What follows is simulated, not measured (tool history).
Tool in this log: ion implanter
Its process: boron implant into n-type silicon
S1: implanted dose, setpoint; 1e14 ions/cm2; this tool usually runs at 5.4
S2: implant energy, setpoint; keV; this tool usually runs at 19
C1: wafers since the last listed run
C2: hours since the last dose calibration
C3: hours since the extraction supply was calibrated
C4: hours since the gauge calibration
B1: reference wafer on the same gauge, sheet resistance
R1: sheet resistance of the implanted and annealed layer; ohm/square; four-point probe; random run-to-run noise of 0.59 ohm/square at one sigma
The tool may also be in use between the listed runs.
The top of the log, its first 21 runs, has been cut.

Run 22, hour 1817.3: usual settings but S1 6.7 1e14 ions/cm2, S2 14.5 keV; C1 1160; C2 638.7; C3 563; C4 1104.8; B1 204.97. Result: R1 173.4 ohm/square.
Run 23, hour 1870.1: usual settings but S1 3.92 1e14 ions/cm2, S2 24 keV; C1 731; C2 691.5; C3 615.8; C4 1157.6; B1 205.07. Result: R1 258.4 ohm/square.
At hour 2027.9: Faraday cup replaced and dose calibrated.
Run 24, hour 2052.4: usual settings; C1 2413; C2 24.5; C3 798.1; C4 1339.9; B1 205.08. Result: R1 204.16 ohm/square.
Run 25, hour 2138.8: usual settings but S1 6.59 1e14 ions/cm2; C1 1196; C2 110.9; C3 884.5; C4 1426.3; B1 205.02. Result: R1 172.52 ohm/square.
Run 26, hour 2237.6: usual settings; C1 1368; C2 209.7; C3 983.3; C4 1525.1; B1 205.05. Result: R1 202.28 ohm/square.
Run 27, hour 2326.8: usual settings but S1 3.92 1e14 ions/cm2, S2 24 keV; C1 1235; C2 298.9; C3 1072.5; C4 1614.3; B1 204.91. Result: R1 257.89 ohm/square.
Run 28, hour 2376.8: usual settings; C1 692; C2 348.9; C3 1122.5; C4 1664.3; B1 205.07. Result: R1 203.43 ohm/square.
Run 29, hour 2440.7: usual settings but S1 4.34 1e14 ions/cm2, S2 16.5 keV; C1 884; C2 412.8; C3 1186.4; C4 1728.2; B1 204.96. Result: R1 246.25 ohm/square.
Run 30, hour 2534.5: usual settings; C1 1298; C2 506.6; C3 1280.2; C4 1822; B1 205.14. Result: R1 204.17 ohm/square.
Run 31, hour 2598.1: usual settings but S1 4.92 1e14 ions/cm2, S2 13 keV; C1 880; C2 570.2; C3 1343.8; C4 1885.6; B1 204.95. Result: R1 228.85 ohm/square.
Run 32, hour 2662.5: usual settings; C1 891; C2 634.6; C3 1408.2; C4 1950; B1 204.94. Result: R1 203.87 ohm/square.
Run 33, hour 2706.7: usual settings but S1 4.76 1e14 ions/cm2, S2 22.5 keV; C1 612; C2 678.8; C3 1452.4; C4 1994.2; B1 205.04. Result: R1 222.2 ohm/square.
Run 34, hour 2808: usual settings; C1 1402; C2 780.1; C3 1553.7; C4 2095.5; B1 204.93. Result: R1 203.27 ohm/square.
At hour 2852.4: Faraday cup replaced and dose calibrated.
Run 35, hour 2880.3: usual settings but S2 24.5 keV; C1 890; C2 27.9; C3 1626; C4 2167.8; B1 205. Result: R1 198.34 ohm/square.
Run 36, hour 2943.6: usual settings but S2 25 keV; C1 876; C2 91.2; C3 1689.3; C4 2231.1; B1 204.97. Result: R1 197.79 ohm/square.

Forecast each of these 5 alternatives for the next run:
Run A, hour 2944: usual settings; C1 5; C2 91.6; C3 1689.7; C4 2231.5; B1 ?. Result: R1 ?.
Run B, hour 2944: usual settings but S2 14 keV; C1 5; C2 91.6; C3 1689.7; C4 2231.5; B1 ?. Result: R1 ?.
Run C, hour 2944: usual settings but S1 6.16 1e14 ions/cm2, S2 15.5 keV; C1 5; C2 91.6; C3 1689.7; C4 2231.5; B1 ?. Result: R1 ?.
Run D, hour 2944: usual settings but S2 25.5 keV; C1 5; C2 91.6; C3 1689.7; C4 2231.5; B1 ?. Result: R1 ?.
Run E, hour 2944: usual settings but S1 5.9 1e14 ions/cm2, S2 23 keV; C1 5; C2 91.6; C3 1689.7; C4 2231.5; B1 ?. Result: R1 ?.

run      B1      R1
  A  205.13  203.29
  B  205.13  209.38
  C  205.13  185.36
  D  205.13  196.82
  E  205.13   184.8
Had the tool no hidden state, the same runs would have come out as:
run      R1
  A  203.29
  B  209.38
  C  185.36
  D  196.82
  E   184.8
